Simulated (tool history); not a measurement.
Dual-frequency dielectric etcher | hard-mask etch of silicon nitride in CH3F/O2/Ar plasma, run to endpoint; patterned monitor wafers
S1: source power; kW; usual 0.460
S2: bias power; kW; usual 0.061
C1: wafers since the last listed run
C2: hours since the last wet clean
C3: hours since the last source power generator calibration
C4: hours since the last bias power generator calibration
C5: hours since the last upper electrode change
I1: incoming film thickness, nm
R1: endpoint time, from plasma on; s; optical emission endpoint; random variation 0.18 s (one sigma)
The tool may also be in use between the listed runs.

run,hour,S1,S2,C1,C2,C3,C4,C5,I1,R1
1,0.0,0.490,0.055,0,115.7,2576.9,4203.6,5017.0,39.69,53.8
2,21.1,0.490,0.055,156,136.8,2598.0,4224.7,5038.1,39.70,53.5
3,43.1,0.520,0.061,163,158.8,2620.0,4246.7,5060.1,39.27,50.1
4,66.1,0.520,0.061,170,181.8,2643.0,4269.7,5083.1,39.34,50.3
5,82.7,0.520,0.061,123,198.4,2659.6,4286.3,5099.7,39.05,49.7
6,117.3,0.460,0.067,256,233.0,2694.2,4320.9,5134.3,39.19,51.3
7,140.3,0.460,0.067,170,256.0,2717.2,4343.9,5157.3,39.19,51.6
8,164.4,0.460,0.067,178,280.1,2741.3,4368.0,5181.4,39.65,52.0
9,198.3,0.460,0.061,251,314.0,2775.2,4401.9,5215.3,39.64,53.9
10,228.5,0.370,0.058,223,344.2,2805.4,4432.1,5245.5,38.94,60.2
11,260.7,0.460,0.061,238,376.4,2837.6,4464.3,5277.7,38.95,53.0
# hour 266.2: source power generator calibrated
12,279.1,0.460,0.061,106,394.8,12.9,4482.7,5296.1,39.03,53.5
13,300.3,0.460,0.061,157,416.0,34.1,4503.9,5317.3,39.40,54.0
14,334.1,0.460,0.061,250,449.8,67.9,4537.7,5351.1,39.59,54.4
15,348.9,0.460,0.061,109,464.6,82.7,4552.5,5365.9,38.97,53.3
16,374.4,0.460,0.061,189,490.1,108.2,4578.0,5391.4,39.01,53.7
17,390.7,0.510,0.061,120,506.4,124.5,4594.3,5407.7,39.20,51.6
18,415.0,0.460,0.061,180,530.7,148.8,4618.6,5432.0,39.23,54.3
19,435.5,0.510,0.047,152,551.2,169.3,4639.1,5452.5,39.42,56.7

Run 20 comes next. What will it give?
20,453.2,0.460,0.057,131,568.9,187.0,4656.8,5470.2,39.29,?

Run 20 gave R1 55.5 s.
Without the tool's hidden state the same run would have given R1 53.4 s.
